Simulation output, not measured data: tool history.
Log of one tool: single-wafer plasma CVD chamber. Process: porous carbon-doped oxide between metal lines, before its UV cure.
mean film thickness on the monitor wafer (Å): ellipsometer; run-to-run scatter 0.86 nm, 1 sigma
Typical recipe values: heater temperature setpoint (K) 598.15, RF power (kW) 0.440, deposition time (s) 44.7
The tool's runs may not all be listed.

run,hour,heater temperature setpoint (K),RF power (kW),deposition time (s),wafers since the last listed run,hours since the last thermocouple change,hours since the last RF generator calibration,hours since the showerhead was replaced,hours since the gauge calibration,"read-back reference wafer on the same gauge, thickness_nm",mean film thickness on the monitor wafer (Å)
1,0.0,598.15,0.440,44.7,0,1554.2,800.8,7472.5,778.4,210.687,1830.89
2,22.6,598.15,0.440,44.7,304,1576.8,823.4,7495.1,801.0,211.103,1829.95
3,52.5,598.15,0.410,44.7,403,1606.7,853.3,7525.0,830.9,210.709,1741.43
# hour 56.7: gauge calibrated
4,72.4,598.15,0.500,44.7,268,1626.6,873.2,7544.9,15.7,211.043,1954.62
5,87.2,598.15,0.500,44.7,199,1641.4,888.0,7559.7,30.5,211.234,1962.69
6,102.8,598.15,0.440,44.7,210,1657.0,903.6,7575.3,46.1,211.534,1843.14
7,118.3,598.15,0.440,44.7,209,1672.5,919.1,7590.8,61.6,211.308,1831.92
8,152.8,598.15,0.440,44.7,465,1707.0,953.6,7625.3,96.1,210.841,1842.27
9,185.5,598.15,0.505,44.7,441,1739.7,986.3,7658.0,128.8,211.103,1957.61
10,207.7,598.15,0.505,44.7,299,1761.9,1008.5,7680.2,151.0,211.093,1956.58
11,240.6,598.15,0.440,44.7,443,1794.8,1041.4,7713.1,183.9,210.641,1826.05
# hour 250.3: thermocouple changed; heater temperature recalibrated
12,259.1,593.15,0.465,37.4,141,8.8,1059.9,7731.6,202.4,211.293,1623.37
13,290.8,598.15,0.375,47.8,427,40.5,1091.6,7763.3,234.1,210.787,1790.44
14,319.9,598.15,0.440,40.0,392,69.6,1120.7,7792.4,263.2,211.567,1647.23
# hour 334.7: RF generator calibrated
15,348.1,607.15,0.440,44.7,272,97.8,13.4,7820.6,291.4,211.053,1734.18
# hour 365.7: showerhead replaced
16,366.2,593.15,0.485,44.7,136,115.9,31.5,0.5,309.5,210.694,1984.98
17,375.3,605.15,0.400,39.4,122,125.0,40.6,9.6,318.6,210.869,1478.26
18,399.4,598.15,0.440,44.7,325,149.1,64.7,33.7,342.7,210.672,1819.32
19,424.7,598.15,0.440,44.7,341,174.4,90.0,59.0,368.0,210.976,1831.37
20,453.9,587.15,0.440,52.6,393,203.6,119.2,88.2,397.2,211.254,2287.82
21,467.6,605.15,0.415,36.0,184,217.3,132.9,101.9,410.9,210.881,1377.22
22,488.0,598.15,0.440,39.4,275,237.7,153.3,122.3,431.3,210.742,1622.41
23,514.5,587.15,0.505,36.7,357,264.2,179.8,148.8,457.8,210.752,1718.29
24,537.3,598.15,0.440,44.7,307,287.0,202.6,171.6,480.6,210.832,1831.42
25,561.9,590.15,0.505,44.7,331,311.6,227.2,196.2,505.2,211.525,2070.49
26,597.7,598.15,0.500,44.7,482,347.4,263.0,232.0,541.0,211.140,1963.10
27,628.0,604.15,0.375,44.7,408,377.7,293.3,262.3,571.3,211.071,1620.01
28,733.5,593.15,0.440,41.0,1423,483.2,398.8,367.8,676.8,211.025,1730.10
29,765.8,607.15,0.395,44.7,435,515.5,431.1,400.1,709.1,211.660,1630.94
30,801.0,598.15,0.490,38.6,474,550.7,466.3,435.3,744.3,210.960,1673.91
31,821.6,598.15,0.440,44.7,277,571.3,486.9,455.9,764.9,210.925,1835.42
32,856.6,588.15,0.525,48.7,472,606.3,521.9,490.9,799.9,211.108,2321.22
33,871.3,598.15,0.505,44.7,198,621.0,536.6,505.6,814.6,211.247,1966.56

Across each entry between runs, compare the hidden state at the last listed run before it with the hidden state at the first listed run after it:
Runs 3 to 4: gauge calibrated (hour 56.7)
  no difference in the tool's unlogged condition between these two runs
Runs 11 to 12: thermocouple changed; heater temperature recalibrated (hour 250.3)
  no difference in the tool's unlogged condition between these two runs
Runs 14 to 15: RF generator calibrated (hour 334.7)
  no difference in the tool's unlogged condition between these two runs
Runs 15 to 16: showerhead replaced (hour 365.7)
  no difference in the tool's unlogged condition between these two runs
